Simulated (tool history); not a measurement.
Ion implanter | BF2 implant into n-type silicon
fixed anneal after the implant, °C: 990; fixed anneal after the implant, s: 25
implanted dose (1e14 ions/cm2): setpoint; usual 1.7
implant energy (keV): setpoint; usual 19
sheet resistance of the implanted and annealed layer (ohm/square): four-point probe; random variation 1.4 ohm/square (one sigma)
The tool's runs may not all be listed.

run   hour  implanted dose (1e14 ions/cm2)  implant energy (keV)  read-back reference wafer on the same gauge, sheet resistance  sheet resistance of the implanted and annealed layer (ohm/square)
  1      0                             1.7                  15.5                                                         735.17                                                             687.47
  2    6.9                             1.7                  15.5                                                         734.96                                                             686.08
  3   17.4                            1.83                    19                                                         735.19                                                             628.78
  4   23.9                            1.83                    19                                                            735                                                             628.83
  5   38.1                            1.83                    19                                                         735.11                                                             629.11
  6   48.5                             1.7                    19                                                         735.07                                                             668.37
  7   66.5                             1.7                    19                                                         735.02                                                             669.43
  8   81.9                             1.7                    19                                                         735.02                                                              671.1
  9     93                            2.05                    19                                                         735.06                                                             568.06
 10   99.1                            2.05                    19                                                          735.1                                                             569.65
 11  112.1                             1.7                    19                                                         735.18                                                             670.52
 12  124.1                             1.7                    19                                                         735.03                                                             668.54
 13  133.6                             1.7                    19                                                         735.24                                                             668.19
 14  176.5                             1.7                    19                                                         734.54                                                              666.3
 15  185.8                             1.7                    19                                                         735.06                                                             665.79
 16    196                             1.7                    19                                                            735                                                             667.99
 17  210.4                            2.03                    23                                                         735.01                                                             562.11
     221.8  -- Faraday cup replaced and dose calibrated
 18  224.4                            1.25                  21.5                                                         734.94                                                              891.9
 19  232.4                            1.22                  22.5                                                         734.96                                                             903.67
     253.4  -- extraction supply calibrated
 20  253.9                             1.5                    19                                                         735.04                                                             772.76
 21  254.3                             1.7                    19                                                         734.76                                                             692.86
 22  262.9                            1.22                    15                                                            735                                                             953.74
 23    277                            1.33                  14.5                                                         734.81                                                             887.27
 24  284.9                            1.19                    14                                                         735.28                                                             985.85
 25  299.1                            2.15                    19                                                         735.15                                                             565.14
 26  306.8                            1.35                    17                                                         734.33                                                             859.84
       312  -- gauge calibrated
 27  321.1                            1.28                    17                                                          735.7                                                             901.01
 28  329.3                             1.7                    13                                                         734.79                                                             724.47
 29  338.8                             1.7                    19                                                         734.64                                                             691.89
 30  348.3                            2.02                  16.5                                                         735.18                                                              605.1
 31  361.8                            1.36                  12.5                                                         735.03                                                             886.79
 32  373.1                            1.52                    15                                                         734.85                                                             785.33
 33  379.5                            1.27                    19                                                          735.2                                                             893.87
 34  389.7                             1.7                    19                                                         734.69                                                              692.8
 35  399.2                             1.7                    16                                                         735.14                                                             709.01
 36  415.2                             1.7                    19                                                         734.53                                                             692.18
 37  430.7                             1.7                    17                                                          734.8                                                             699.84
 38  445.7                             1.7                    19                                                         735.27                                                             691.37

The same runs without the tool's hidden state, with the same run-to-run variation:
The hidden state here: deviation of the true dose from the Faraday cup's reading, %; deviation of the true energy from its setpoint, %; gauge reads high (%).
run  sheet resistance of the implanted and annealed layer (ohm/square)
  1                                                             710.25
  2                                                             708.96
  3                                                             649.75
  4                                                             649.92
  5                                                              650.5
  6                                                             691.42
  7                                                             692.92
  8                                                             694.99
  9                                                             588.16
 10                                                             589.93
 11                                                             695.07
 12                                                             693.29
 13                                                             693.14
 14                                                             692.16
 15                                                             691.84
 16                                                             694.37
 17                                                             583.93
 18                                                             893.03
 19                                                             904.81
 20                                                             773.78
 21                                                             693.77
 22                                                                955
 23                                                             888.46
 24                                                             987.16
 25                                                             565.89
 26                                                             861.01
 27                                                             902.25
 28                                                             725.47
 29                                                             692.86
 30                                                             605.96
 31                                                             888.08
 32                                                              786.5
 33                                                             895.19
 34                                                             693.86
 35                                                             710.11
 36                                                             693.28
 37                                                                701
 38                                                             692.54
